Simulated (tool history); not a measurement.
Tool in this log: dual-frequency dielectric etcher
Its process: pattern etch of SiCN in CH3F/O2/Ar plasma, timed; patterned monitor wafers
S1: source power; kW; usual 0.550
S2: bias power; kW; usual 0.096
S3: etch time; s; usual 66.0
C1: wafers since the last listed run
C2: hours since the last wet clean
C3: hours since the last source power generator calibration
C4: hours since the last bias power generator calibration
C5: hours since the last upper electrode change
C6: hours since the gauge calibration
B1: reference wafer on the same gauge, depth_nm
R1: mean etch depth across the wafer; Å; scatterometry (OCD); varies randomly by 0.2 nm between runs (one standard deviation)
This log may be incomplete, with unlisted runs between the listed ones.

run 1 hour=0.0 | S1=0.550 S2=0.096 S3=66.0 | C1=0 C2=1.2 C3=1571.2 C4=2835.9 C5=5542.7 C6=475.0 | B1=34.42 | R1=300.2
run 2 hour=8.4 | S1=0.550 S2=0.096 S3=66.0 | C1=61 C2=9.6 C3=1579.6 C4=2844.3 C5=5551.1 C6=483.4 | B1=34.38 | R1=309.6
run 3 hour=16.8 | S1=0.550 S2=0.096 S3=66.0 | C1=61 C2=18.0 C3=1588.0 C4=2852.7 C5=5559.5 C6=491.8 | B1=34.36 | R1=303.1
run 4 hour=31.7 | S1=0.550 S2=0.106 S3=66.0 | C1=108 C2=32.9 C3=1602.9 C4=2867.6 C5=5574.4 C6=506.7 | B1=34.38 | R1=317.9
run 5 hour=46.3 | S1=0.550 S2=0.096 S3=66.0 | C1=106 C2=47.5 C3=1617.5 C4=2882.2 C5=5589.0 C6=521.3 | B1=34.39 | R1=309.6
run 6 hour=62.9 | S1=0.550 S2=0.096 S3=66.0 | C1=121 C2=64.1 C3=1634.1 C4=2898.8 C5=5605.6 C6=537.9 | B1=34.40 | R1=306.1
-- hour=93.1 upper electrode replaced
run 7 hour=93.6 | S1=0.550 S2=0.096 S3=66.0 | C1=48 C2=94.8 C3=1664.8 C4=2929.5 C5=0.5 C6=568.6 | B1=34.39 | R1=306.7
run 8 hour=94.0 | S1=0.670 S2=0.117 S3=66.0 | C1=2 C2=95.2 C3=1665.2 C4=2929.9 C5=0.9 C6=569.0 | B1=34.42 | R1=341.1
run 9 hour=98.5 | S1=0.550 S2=0.079 S3=75.0 | C1=32 C2=99.7 C3=1669.7 C4=2934.4 C5=5.4 C6=573.5 | B1=34.38 | R1=326.7
run 10 hour=119.3 | S1=0.480 S2=0.104 S3=56.5 | C1=151 C2=120.5 C3=1690.5 C4=2955.2 C5=26.2 C6=594.3 | B1=34.40 | R1=264.0
-- hour=131.2 source power generator calibrated
run 11 hour=131.7 | S1=0.550 S2=0.096 S3=66.0 | C1=61 C2=132.9 C3=0.5 C4=2967.6 C5=38.6 C6=606.7 | B1=34.34 | R1=308.1
run 12 hour=147.2 | S1=0.550 S2=0.102 S3=66.0 | C1=113 C2=148.4 C3=16.0 C4=2983.1 C5=54.1 C6=622.2 | B1=34.38 | R1=314.1
run 13 hour=162.4 | S1=0.550 S2=0.109 S3=81.0 | C1=110 C2=163.6 C3=31.2 C4=2998.3 C5=69.3 C6=637.4 | B1=34.42 | R1=396.4
-- hour=167.4 bias power generator calibrated
run 14 hour=176.1 | S1=0.550 S2=0.096 S3=58.5 | C1=70 C2=177.3 C3=44.9 C4=8.7 C5=83.0 C6=651.1 | B1=34.40 | R1=274.4
run 15 hour=183.8 | S1=0.550 S2=0.096 S3=53.5 | C1=56 C2=185.0 C3=52.6 C4=16.4 C5=90.7 C6=658.8 | B1=34.38 | R1=251.0
-- hour=192.1 gauge calibrated
run 16 hour=201.7 | S1=0.550 S2=0.103 S3=51.0 | C1=130 C2=202.9 C3=70.5 C4=34.3 C5=108.6 C6=9.6 | B1=34.45 | R1=244.6
run 17 hour=209.5 | S1=0.490 S2=0.085 S3=48.0 | C1=56 C2=210.7 C3=78.3 C4=42.1 C5=116.4 C6=17.4 | B1=34.40 | R1=211.3
run 18 hour=220.4 | S1=0.610 S2=0.096 S3=80.0 | C1=79 C2=221.6 C3=89.2 C4=53.0 C5=127.3 C6=28.3 | B1=34.38 | R1=386.0
run 19 hour=234.8 | S1=0.670 S2=0.077 S3=74.0 | C1=105 C2=236.0 C3=103.6 C4=67.4 C5=141.7 C6=42.7 | B1=34.42 | R1=334.2
run 20 hour=251.7 | S1=0.550 S2=0.096 S3=66.0 | C1=123 C2=252.9 C3=120.5 C4=84.3 C5=158.6 C6=59.6 | B1=34.43 | R1=313.3
run 21 hour=260.6 | S1=0.660 S2=0.096 S3=60.5 | C1=64 C2=261.8 C3=129.4 C4=93.2 C5=167.5 C6=68.5 | B1=34.36 | R1=294.8
run 22 hour=274.4 | S1=0.610 S2=0.096 S3=66.0 | C1=100 C2=275.6 C3=143.2 C4=107.0 C5=181.3 C6=82.3 | B1=34.43 | R1=317.7
run 23 hour=282.7 | S1=0.500 S2=0.088 S3=66.0 | C1=60 C2=283.9 C3=151.5 C4=115.3 C5=189.6 C6=90.6 | B1=34.36 | R1=297.8
run 24 hour=293.0 | S1=0.510 S2=0.096 S3=66.0 | C1=75 C2=294.2 C3=161.8 C4=125.6 C5=199.9 C6=100.9 | B1=34.38 | R1=308.5
run 25 hour=343.6 | S1=0.550 S2=0.096 S3=66.0 | C1=369 C2=344.8 C3=212.4 C4=176.2 C5=250.5 C6=151.5 | B1=34.38 | R1=314.3
run 26 hour=372.2 | S1=0.500 S2=0.072 S3=56.5 | C1=208 C2=373.4 C3=241.0 C4=204.8 C5=279.1 C6=180.1 | B1=34.43 | R1=238.3
run 27 hour=380.9 | S1=0.550 S2=0.096 S3=66.0 | C1=63 C2=382.1 C3=249.7 C4=213.5 C5=287.8 C6=188.8 | B1=34.40 | R1=313.9
run 28 hour=387.4 | S1=0.550 S2=0.096 S3=66.0 | C1=47 C2=388.6 C3=256.2 C4=220.0 C5=294.3 C6=195.3 | B1=34.39 | R1=315.8
run 29 hour=394.1 | S1=0.440 S2=0.079 S3=72.0 | C1=48 C2=395.3 C3=262.9 C4=226.7 C5=301.0 C6=202.0 | B1=34.34 | R1=305.4
run 30 hour=410.2 | S1=0.490 S2=0.096 S3=78.5 | C1=117 C2=411.4 C3=279.0 C4=242.8 C5=317.1 C6=218.1 | B1=34.42 | R1=369.1

What if the next run were any one of these 4? Each begins from the tool's condition after run 30:
run A hour=410.6 | S1=0.420 S2=0.096 S3=66.0 | C1=2 C2=411.8 C3=279.4 C4=243.2 C5=317.5 C6=218.5 | B1=? | R1=?
run B hour=410.6 | S1=0.600 S2=0.111 S3=77.0 | C1=2 C2=411.8 C3=279.4 C4=243.2 C5=317.5 C6=218.5 | B1=? | R1=?
run C hour=410.6 | S1=0.650 S2=0.089 S3=85.5 | C1=2 C2=411.8 C3=279.4 C4=243.2 C5=317.5 C6=218.5 | B1=? | R1=?
run D hour=410.6 | S1=0.550 S2=0.096 S3=80.0 | C1=2 C2=411.8 C3=279.4 C4=243.2 C5=317.5 C6=218.5 | B1=? | R1=?

run=A B1=34.40 R1=300.5
run=B B1=34.40 R1=394.6
run=C B1=34.40 R1=410.5
run=D B1=34.40 R1=382.0
Stripped of hidden state, with their random variation kept, the same runs would have yielded:
run=A R1=290.8
run=B R1=381.9
run=C R1=397.3
run=D R1=369.7

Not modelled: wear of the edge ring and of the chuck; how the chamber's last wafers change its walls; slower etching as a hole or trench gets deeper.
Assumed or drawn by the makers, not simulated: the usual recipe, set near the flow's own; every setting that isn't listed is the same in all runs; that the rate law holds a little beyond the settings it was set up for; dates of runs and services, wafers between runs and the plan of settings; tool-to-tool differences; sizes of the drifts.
